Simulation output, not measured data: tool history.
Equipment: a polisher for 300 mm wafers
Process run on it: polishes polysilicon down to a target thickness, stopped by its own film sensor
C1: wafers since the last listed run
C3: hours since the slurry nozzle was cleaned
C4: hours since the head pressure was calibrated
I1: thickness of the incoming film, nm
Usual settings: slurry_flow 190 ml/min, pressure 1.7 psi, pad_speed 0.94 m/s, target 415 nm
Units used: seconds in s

run 1 hour=0 | slurry_flow=190 pressure=1.7 pad_speed=0.94 target=415 | C1=0 wafers_polished_on_this_pad=644 C3=83 C4=1049.1 | I1=768 | seconds=65.9
run 2 hour=31.6 | slurry_flow=190 pressure=1.7 pad_speed=0.94 target=415 | C1=368 wafers_polished_on_this_pad=1012 C3=114.6 C4=1080.7 | I1=768 | seconds=70
-- hour=49.1 worn pad replaced by a new one
run 3 hour=49.9 | slurry_flow=190 pressure=1.7 pad_speed=0.94 target=415 | C1=166 wafers_polished_on_this_pad=9 C3=132.9 C4=1099 | I1=779.6 | seconds=72.3
run 4 hour=71.5 | slurry_flow=190 pressure=1.7 pad_speed=0.94 target=415 | C1=251 wafers_polished_on_this_pad=261 C3=154.5 C4=1120.6 | I1=762 | seconds=69.5
run 5 hour=105.8 | slurry_flow=190 pressure=1.7 pad_speed=0.94 target=415 | C1=399 wafers_polished_on_this_pad=661 C3=188.8 C4=1154.9 | I1=765.7 | seconds=70.4
run 6 hour=132.6 | slurry_flow=230 pressure=1.7 pad_speed=0.94 target=317 | C1=312 wafers_polished_on_this_pad=973 C3=215.6 C4=1181.7 | I1=769.7 | seconds=89.7
run 7 hour=159.1 | slurry_flow=230 pressure=1.7 pad_speed=0.94 target=317 | C1=309 wafers_polished_on_this_pad=1282 C3=242.1 C4=1208.2 | I1=770.2 | seconds=86.8
-- hour=162.2 head pressure recalibrated
-- hour=164 worn pad replaced by a new one
run 8 hour=174.6 | slurry_flow=190 pressure=2 pad_speed=1.24 target=455 | C1=135 wafers_polished_on_this_pad=123 C3=257.6 C4=12.4 | I1=768 | seconds=41.9
run 9 hour=190.5 | slurry_flow=245 pressure=2 pad_speed=0.94 target=415 | C1=185 wafers_polished_on_this_pad=308 C3=273.5 C4=28.3 | I1=769.1 | seconds=58.5
run 10 hour=224.6 | slurry_flow=190 pressure=1.9 pad_speed=1.16 target=300 | C1=397 wafers_polished_on_this_pad=706 C3=307.6 C4=62.4 | I1=758.1 | seconds=68.9
-- hour=228.4 slurry nozzle cleaned
run 11 hour=252.5 | slurry_flow=190 pressure=1.2 pad_speed=0.94 target=415 | C1=313 wafers_polished_on_this_pad=1019 C3=24.1 C4=90.3 | I1=769.2 | seconds=96
run 12 hour=271.6 | slurry_flow=170 pressure=1.7 pad_speed=0.94 target=415 | C1=222 wafers_polished_on_this_pad=1242 C3=43.2 C4=109.4 | I1=776.6 | seconds=70.4
-- hour=279.8 worn pad replaced by a new one
run 13 hour=286.6 | slurry_flow=190 pressure=1.7 pad_speed=0.94 target=415 | C1=128 wafers_polished_on_this_pad=79 C3=58.2 C4=124.4 | I1=777.9 | seconds=70.6
run 14 hour=311.1 | slurry_flow=165 pressure=1.7 pad_speed=0.82 target=415 | C1=285 wafers_polished_on_this_pad=365 C3=82.7 C4=148.9 | I1=756.4 | seconds=77.4

3 options for the next run, each taken on its own from the tool as it stands now. Forecast them:
run A hour=311.5 | slurry_flow=190 pressure=1.7 pad_speed=0.94 target=415 | C1=4 wafers_polished_on_this_pad=369 C3=83.1 C4=149.3 | I1=753.8 | seconds=?
run B hour=311.5 | slurry_flow=135 pressure=1.7 pad_speed=0.94 target=337 | C1=4 wafers_polished_on_this_pad=369 C3=83.1 C4=149.3 | I1=753.8 | seconds=?
run C hour=311.5 | slurry_flow=190 pressure=1.7 pad_speed=0.76 target=415 | C1=4 wafers_polished_on_this_pad=369 C3=83.1 C4=149.3 | I1=753.8 | seconds=?

run=A seconds=66.6
run=B seconds=88.5
run=C seconds=82.4
Without the tool's unlogged condition, the same runs would have read:
run=A seconds=64.8
run=B seconds=85
run=C seconds=80.1
